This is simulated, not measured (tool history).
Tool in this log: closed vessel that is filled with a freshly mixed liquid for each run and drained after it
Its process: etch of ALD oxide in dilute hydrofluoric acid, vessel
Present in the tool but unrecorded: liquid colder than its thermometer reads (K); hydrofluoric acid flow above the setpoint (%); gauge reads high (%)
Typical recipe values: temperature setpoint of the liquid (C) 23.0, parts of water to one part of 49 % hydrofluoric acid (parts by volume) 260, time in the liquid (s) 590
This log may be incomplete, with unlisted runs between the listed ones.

run	hour	temperature setpoint of the liquid (C)	parts of water to one part of 49 % hydrofluoric acid (parts by volume)	time in the liquid (s)	wafers since the last listed run	hours since the thermometer was replaced	hours since the hydrofluoric acid flow meter was replaced	hours since the gauge calibration	read-back film thickness of the ALD oxide reference wafer, read on the same gauge (nm)	thickness taken off the ALD oxide on a monitor wafer (Å)
1	0.0	23.0	260	590	0	1642.2	397.6	2779.9	79.99	571.7
2	76.8	23.0	310	590	4673	1719.0	474.4	2856.7	80.00	457.3
3	115.5	23.0	290	590	2355	1757.7	513.1	2895.4	79.99	500.3
# hour 133.5: hydrofluoric acid flow meter replaced
4	165.1	23.0	290	590	2957	1807.3	31.6	2945.0	79.99	488.7
# hour 174.1: gauge calibrated
5	224.6	23.0	260	590	3620	1866.8	91.1	50.5	80.00	562.1
6	261.9	23.0	260	590	2269	1904.1	128.4	87.8	80.02	562.5
7	369.2	23.0	260	590	6529	2011.4	235.7	195.1	79.98	565.1
8	469.3	23.0	260	590	6091	2111.5	335.8	295.2	79.99	567.3
9	531.7	23.0	260	590	3797	2173.9	398.2	357.6	79.99	566.7
10	579.3	23.0	260	590	2896	2221.5	445.8	405.2	79.99	568.8
11	620.8	23.0	260	590	2525	2263.0	487.3	446.7	79.99	565.6
12	669.6	23.0	260	590	2969	2311.8	536.1	495.5	80.00	571.6
13	743.2	25.5	260	900	4478	2385.4	609.7	569.1	80.00	957.0
# hour 792.9: hydrofluoric acid flow meter replaced
14	812.5	23.0	130	590	4156	2454.7	19.6	638.4	80.00	1265.4
15	886.4	25.5	260	400	4497	2528.6	93.5	712.3	80.02	411.0
16	992.4	23.0	260	590	6450	2634.6	199.5	818.3	80.00	558.5
17	1051.5	25.5	260	750	3596	2693.7	258.6	877.4	80.02	779.7
18	1111.4	27.5	260	885	3645	2753.6	318.5	937.3	80.03	982.2
19	1204.8	27.0	260	590	5683	2847.0	411.9	1030.7	79.98	644.2
20	1284.7	25.0	180	735	4862	2926.9	491.8	1110.6	80.02	1184.3
21	1336.5	25.5	310	805	3152	2978.7	543.6	1162.4	80.00	670.1
# hour 1341.3: hydrofluoric acid flow meter replaced
22	1377.9	23.0	175	280	2458	3020.1	36.6	1203.8	79.98	423.3
# hour 1406.2: thermometer replaced
23	1424.3	19.5	260	590	2762	18.1	83.0	1250.2	79.99	507.5
24	1474.0	20.5	220	360	3024	67.8	132.7	1299.9	80.01	391.9
25	1542.0	26.5	335	590	4138	135.8	200.7	1367.9	80.01	472.7
26	1583.3	23.0	310	590	2513	177.1	242.0	1409.2	79.98	462.1
27	1641.7	23.0	260	590	3553	235.5	300.4	1467.6	80.03	580.5
28	1739.6	23.0	260	590	5957	333.4	398.3	1565.5	79.98	580.7
29	1807.2	23.0	260	590	4113	401.0	465.9	1633.1	80.02	580.9
30	1865.1	23.0	260	590	3523	458.9	523.8	1691.0	80.03	583.7
# hour 1893.0: hydrofluoric acid flow meter replaced
31	1967.9	23.0	260	590	6195	561.7	74.9	1793.8	80.01	571.3
32	2075.1	26.0	305	850	6523	668.9	182.1	1901.0	80.00	746.4
33	2119.7	23.0	260	590	2714	713.5	226.7	1945.6	80.01	571.9
34	2216.7	23.0	260	590	5903	810.5	323.7	2042.6	80.00	576.8

Some steps in thickness taken off the ALD oxide on a monitor wafer (Å), run to run, broken into two amounts with sign: the step expected even without the hidden condition (settings, incoming material, random variation), and the rest, left for the hidden condition together with whatever gauge scatter is not in both the measured and the hidden-condition-free result:
Run 13 -> 14: temperature setpoint of the liquid (C) 25.5 -> 23.0, parts of water to one part of 49 % hydrofluoric acid (parts by volume) 260 -> 130, time in the liquid (s) 900 -> 590, hydrofluoric acid flow meter replaced. thickness taken off the ALD oxide on a monitor wafer (Å) +308.4: hidden state -45.6, all else +354.0.
Run 14 -> 15: temperature setpoint of the liquid (C) 23.0 -> 25.5, parts of water to one part of 49 % hydrofluoric acid (parts by volume) 130 -> 260, time in the liquid (s) 590 -> 400. thickness taken off the ALD oxide on a monitor wafer (Å) -854.4: hidden state +39.6, all else -894.0.
Run 19 -> 20: temperature setpoint of the liquid (C) 27.0 -> 25.0, parts of water to one part of 49 % hydrofluoric acid (parts by volume) 260 -> 180, time in the liquid (s) 590 -> 735. thickness taken off the ALD oxide on a monitor wafer (Å) +540.1: hidden state -15.9, all else +556.0.
Run 20 -> 21: temperature setpoint of the liquid (C) 25.0 -> 25.5, parts of water to one part of 49 % hydrofluoric acid (parts by volume) 180 -> 310, time in the liquid (s) 735 -> 805. thickness taken off the ALD oxide on a monitor wafer (Å) -514.2: hidden state +18.8, all else -533.0.
Run 22 -> 23: temperature setpoint of the liquid (C) 23.0 -> 19.5, parts of water to one part of 49 % hydrofluoric acid (parts by volume) 175 -> 260, time in the liquid (s) 280 -> 590, thermometer replaced. thickness taken off the ALD oxide on a monitor wafer (Å) +84.2: hidden state +19.5, all else +64.7.

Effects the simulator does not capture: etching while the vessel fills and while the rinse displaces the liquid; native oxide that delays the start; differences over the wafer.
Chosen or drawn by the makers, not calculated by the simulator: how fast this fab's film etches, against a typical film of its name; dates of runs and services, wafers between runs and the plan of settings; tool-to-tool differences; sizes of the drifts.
